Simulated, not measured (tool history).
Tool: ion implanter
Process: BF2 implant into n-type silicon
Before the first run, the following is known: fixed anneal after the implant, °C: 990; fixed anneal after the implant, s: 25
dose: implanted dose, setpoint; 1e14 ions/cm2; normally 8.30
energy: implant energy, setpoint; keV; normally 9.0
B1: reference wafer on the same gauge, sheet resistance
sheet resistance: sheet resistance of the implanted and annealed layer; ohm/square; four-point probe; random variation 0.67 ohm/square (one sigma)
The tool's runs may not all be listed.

Run 1, hour 0.0: usual settings; B1 313.55. Result: sheet resistance 279.01 ohm/square.
Run 2, hour 20.5: usual settings; B1 313.55. Result: sheet resistance 278.06 ohm/square.
Run 3, hour 54.2: usual settings; B1 313.97. Result: sheet resistance 278.68 ohm/square.
Run 4, hour 83.7: usual settings but energy 11.5 keV; B1 314.02. Result: sheet resistance 256.07 ohm/square.
Run 5, hour 100.6: usual settings; B1 313.96. Result: sheet resistance 277.43 ohm/square.
Run 6, hour 124.5: usual settings; B1 313.91. Result: sheet resistance 275.85 ohm/square.
Run 7, hour 195.8: usual settings but dose 9.91 1e14 ions/cm2; B1 314.07. Result: sheet resistance 266.03 ohm/square.
Run 8, hour 229.3: usual settings but dose 9.91 1e14 ions/cm2; B1 314.10. Result: sheet resistance 266.75 ohm/square.
Run 9, hour 257.8: usual settings but dose 10.04 1e14 ions/cm2; B1 313.90. Result: sheet resistance 265.19 ohm/square.
Run 10, hour 276.0: usual settings; B1 314.20. Result: sheet resistance 276.45 ohm/square.
Run 11, hour 301.7: usual settings but dose 6.41 1e14 ions/cm2; B1 313.67. Result: sheet resistance 300.12 ohm/square.
Run 12, hour 377.1: usual settings but dose 6.41 1e14 ions/cm2; B1 314.10. Result: sheet resistance 298.69 ohm/square.
Run 13, hour 394.8: usual settings but dose 6.41 1e14 ions/cm2; B1 314.14. Result: sheet resistance 297.87 ohm/square.
Run 14, hour 420.0: usual settings; B1 313.99. Result: sheet resistance 275.90 ohm/square.
Run 15, hour 450.3: usual settings; B1 313.96. Result: sheet resistance 275.68 ohm/square.
Run 16, hour 479.2: usual settings but dose 6.40 1e14 ions/cm2, energy 7.0 keV; B1 314.15. Result: sheet resistance 322.62 ohm/square.
Run 17, hour 512.2: usual settings but dose 6.40 1e14 ions/cm2, energy 7.0 keV; B1 314.16. Result: sheet resistance 321.35 ohm/square.
Run 18, hour 537.5: usual settings but dose 6.40 1e14 ions/cm2, energy 7.0 keV; B1 314.13. Result: sheet resistance 321.14 ohm/square.
Run 19, hour 570.6: usual settings but dose 6.41 1e14 ions/cm2; B1 313.90. Result: sheet resistance 298.18 ohm/square.
Run 20, hour 599.5: usual settings; B1 313.96. Result: sheet resistance 275.69 ohm/square.
Run 21, hour 614.5: usual settings; B1 314.22. Result: sheet resistance 277.06 ohm/square.
Run 22, hour 634.2: usual settings but dose 7.37 1e14 ions/cm2; B1 314.15. Result: sheet resistance 283.38 ohm/square.
Run 23, hour 653.7: usual settings but dose 9.32 1e14 ions/cm2; B1 313.89. Result: sheet resistance 267.59 ohm/square.
Run 24, hour 680.4: usual settings; B1 313.87. Result: sheet resistance 274.56 ohm/square.
Run 25, hour 711.1: usual settings but dose 6.40 1e14 ions/cm2, energy 7.0 keV; B1 313.86. Result: sheet resistance 318.76 ohm/square.
Run 26, hour 746.1: usual settings; B1 314.25. Result: sheet resistance 274.04 ohm/square.
Run 27, hour 771.0: usual settings but dose 6.50 1e14 ions/cm2, energy 10.0 keV; B1 313.82. Result: sheet resistance 288.95 ohm/square.
Run 28, hour 799.9: usual settings but dose 6.38 1e14 ions/cm2, energy 12.0 keV; B1 314.06. Result: sheet resistance 276.03 ohm/square.
Run 29, hour 830.6: usual settings but energy 7.5 keV; B1 313.97. Result: sheet resistance 293.08 ohm/square.
Run 30, hour 863.0: usual settings but dose 6.70 1e14 ions/cm2; B1 313.81. Result: sheet resistance 295.60 ohm/square.
Run 31, hour 897.6: usual settings but dose 7.61 1e14 ions/cm2, energy 10.0 keV; B1 314.03. Result: sheet resistance 275.24 ohm/square.
Run 32, hour 922.7: usual settings but dose 7.50 1e14 ions/cm2, energy 8.0 keV; B1 314.27. Result: sheet resistance 296.13 ohm/square.
Run 33, hour 952.7: usual settings; B1 313.92. Result: sheet resistance 278.55 ohm/square.
Run 34, hour 987.9: usual settings but dose 10.66 1e14 ions/cm2, energy 6.5 keV; B1 314.16. Result: sheet resistance 288.08 ohm/square.
Run 35, hour 1014.6: usual settings; B1 314.06. Result: sheet resistance 277.36 ohm/square.
Run 36, hour 1028.5: usual settings but dose 7.29 1e14 ions/cm2; B1 314.06. Result: sheet resistance 287.43 ohm/square.
Run 37, hour 1042.1: usual settings but dose 6.80 1e14 ions/cm2, energy 11.0 keV; B1 313.87. Result: sheet resistance 275.59 ohm/square.

Between the runs listed above, the log contained 3 entries, not reproduced here. Where in the sequence does each belong, and how does what the log doesn't record of the tool's condition differ from the listed run before to the listed run after?
Logged between run 15 and run 16: extraction supply calibrated (hour 478.7)
  deviation of the true dose from the Faraday cup's reading, %: 2.65 -> 2.81
  what was measured, less what the result would be without the hidden state, sheet resistance: -1.83 -> -3.42 ohm/square
Logged between run 26 and run 27: Faraday cup replaced and dose calibrated (hour 763.6)
  deviation of the true dose from the Faraday cup's reading, %: 4.26 -> -0.181
  what was measured, less what the result would be without the hidden state, sheet resistance: -2.87 -> +0.19 ohm/square
Logged between run 28 and run 29: gauge calibrated (hour 808.8)
  deviation of the true dose from the Faraday cup's reading, %: -0.0232 -> 0.144
  what was measured, less what the result would be without the hidden state, sheet resistance: +0.03 -> -0.11 ohm/square

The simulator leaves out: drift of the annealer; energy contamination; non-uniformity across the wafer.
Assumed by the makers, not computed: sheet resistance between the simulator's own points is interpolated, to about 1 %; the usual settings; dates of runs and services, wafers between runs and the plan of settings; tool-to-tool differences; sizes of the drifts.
